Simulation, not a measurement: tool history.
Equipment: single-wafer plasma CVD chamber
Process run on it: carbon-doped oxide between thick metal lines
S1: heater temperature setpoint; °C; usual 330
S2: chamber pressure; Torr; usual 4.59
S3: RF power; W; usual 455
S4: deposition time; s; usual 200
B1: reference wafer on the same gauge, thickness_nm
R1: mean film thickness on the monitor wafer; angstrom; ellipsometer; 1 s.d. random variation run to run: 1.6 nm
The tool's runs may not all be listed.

run   hour   S1    S2   S3   S4       B1        R1
  1      0  334  4.59  515  200  880.127  11034.35
  2   13.3  330  4.59  455  200  879.975  10334.43
  3   60.3  330  4.59  455  200  880.013  10300.37
      90.4  -- thermocouple changed; heater temperature recalibrated
  4  104.6  330  4.59  455  200  880.173   10289.3
  5  120.9  330  4.59  455  200   879.79  10278.69
  6  130.5  330  4.59  455  216  879.732  11084.01
  7  139.5  330  4.59  455  216  879.991  11060.84
  8  151.5  330  4.59  455  216  880.018  11088.05
       171  -- RF generator calibrated
  9  171.5  330  4.15  455  200  879.946  10670.76
 10  179.9  330  4.59  455  200  879.938  10769.39
     184.2  -- gauge calibrated
     191.7  -- showerhead replaced
     197.3  -- capacitance manometer re-zeroed and calibrated
 11  197.8  330  4.12  455  228  879.815  12149.49
 12  198.2  330  4.59  430  200  880.162  10411.62
 13  205.5  341  4.59  455  200  879.953  10412.17
 14  219.6  324  4.59  455  200  880.316  11008.45
 15    230  330  4.59  455  230  880.197  12413.08
 16  241.6  330  4.59  455  200   880.06   10769.2
 17  253.4  330  4.59  455  230  879.848  12405.44

Forecast each of these 4 alternatives for the next run:
  A  253.9  318  4.59  455  200   ?   ?
  B  253.9  342  4.59  380  200   ?   ?
  C  253.9  330  5.18  515  200   ?   ?
  D  253.9  330  4.14  455  231   ?   ?

run       B1        R1
  A  880.305  11251.44
  B  880.305   9303.57
  C  880.305  11707.55
  D  880.305  12328.83
Without the tool's hidden state the same runs would have given:
run        R1
  A  11358.92
  B   9393.39
  C  11802.81
  D   12446.6

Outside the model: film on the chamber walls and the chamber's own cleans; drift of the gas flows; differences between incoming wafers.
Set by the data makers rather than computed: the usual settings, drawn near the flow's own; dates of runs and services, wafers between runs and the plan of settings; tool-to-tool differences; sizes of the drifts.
